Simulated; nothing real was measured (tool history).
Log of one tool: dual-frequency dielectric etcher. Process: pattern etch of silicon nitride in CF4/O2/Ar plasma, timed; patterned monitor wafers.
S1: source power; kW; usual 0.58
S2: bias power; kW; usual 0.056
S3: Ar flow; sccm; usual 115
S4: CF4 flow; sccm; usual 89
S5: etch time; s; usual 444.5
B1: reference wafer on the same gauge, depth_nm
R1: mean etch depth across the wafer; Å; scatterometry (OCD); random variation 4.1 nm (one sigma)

| run | hour | S1 | S2 | S3 | S4 | S5 | B1 | R1 |
|---|---|---|---|---|---|---|---|---|
| 1 | 0 | 0.58 | 0.056 | 115 | 89 | 444.5 | 921.6 | 8712 |
| 2 | 70 | 0.62 | 0.056 | 115 | 71 | 444.5 | 922.2 | 8594 |
|  | 122.9 | wet clean of the chamber |
|  | 122.9 | source power generator calibrated, repeated, since the last time left the tool worse |
| 3 | 123.4 | 0.58 | 0.056 | 115 | 89 | 444.5 | 920.9 | 9007 |
| 4 | 143.3 | 0.58 | 0.056 | 115 | 89 | 444.5 | 922.6 | 9054 |
| 5 | 206.1 | 0.58 | 0.056 | 115 | 89 | 444.5 | 922.6 | 9049 |
| 6 | 248.5 | 0.51 | 0.049 | 115 | 89 | 545.5 | 921.6 | 9839 |
| 7 | 288.9 | 0.65 | 0.056 | 93 | 68 | 577.5 | 922 | 12041 |
| 8 | 315.4 | 0.7 | 0.047 | 129 | 89 | 384 | 921 | 8113 |
| 9 | 377.4 | 0.58 | 0.056 | 115 | 89 | 444.5 | 922.6 | 9093 |
| 10 | 442.9 | 0.58 | 0.065 | 115 | 89 | 444.5 | 922.7 | 9616 |
| 11 | 503.4 | 0.48 | 0.056 | 137 | 89 | 315 | 922.7 | 5634 |
|  | 532.9 | CF4 flow controller replaced |
|  | 541 | upper electrode replaced |
| 12 | 541.5 | 0.58 | 0.056 | 115 | 89 | 408.5 | 923.6 | 8287 |
| 13 | 572.5 | 0.58 | 0.046 | 90 | 89 | 444.5 | 922.6 | 8699 |
|  | 604.2 | wet clean of the chamber |
| 14 | 607.8 | 0.58 | 0.068 | 92 | 67 | 342 | 921.6 | 7205 |
| 15 | 669.1 | 0.58 | 0.056 | 136 | 89 | 444.5 | 920.9 | 8865 |
| 16 | 840.2 | 0.58 | 0.056 | 93 | 89 | 444.5 | 922 | 9241 |
| 17 | 910 | 0.58 | 0.056 | 115 | 69 | 577 | 922.4 | 11100 |
| 18 | 955.6 | 0.58 | 0.056 | 115 | 89 | 444.5 | 922.5 | 8959 |
|  | 1015.2 | wet clean of the chamber |
| 19 | 1015.7 | 0.58 | 0.056 | 115 | 89 | 444.5 | 922.2 | 9085 |
| 20 | 1040.2 | 0.69 | 0.069 | 115 | 82 | 384 | 922.8 | 9286 |
| 21 | 1097.8 | 0.58 | 0.056 | 115 | 89 | 335 | 921.9 | 6824 |
| 22 | 1228.1 | 0.69 | 0.062 | 95 | 89 | 536 | 922.2 | 12807 |

Forecast each of these 3 alternatives for the next run:
| A | 1228.6 | 0.58 | 0.056 | 115 | 89 | 444.5 | ? | ? |
| B | 1228.6 | 0.58 | 0.044 | 115 | 89 | 444.5 | ? | ? |
| C | 1228.6 | 0.58 | 0.056 | 124 | 89 | 444.5 | ? | ? |

| run | B1 | R1 |
|---|---|---|
| A | 921 | 8984 |
| B | 921 | 8221 |
| C | 921 | 8912 |
Without the tool's hidden state the same runs would have given:
| run | R1 |
|---|---|
| A | 8994 |
| B | 8231 |
| C | 8923 |

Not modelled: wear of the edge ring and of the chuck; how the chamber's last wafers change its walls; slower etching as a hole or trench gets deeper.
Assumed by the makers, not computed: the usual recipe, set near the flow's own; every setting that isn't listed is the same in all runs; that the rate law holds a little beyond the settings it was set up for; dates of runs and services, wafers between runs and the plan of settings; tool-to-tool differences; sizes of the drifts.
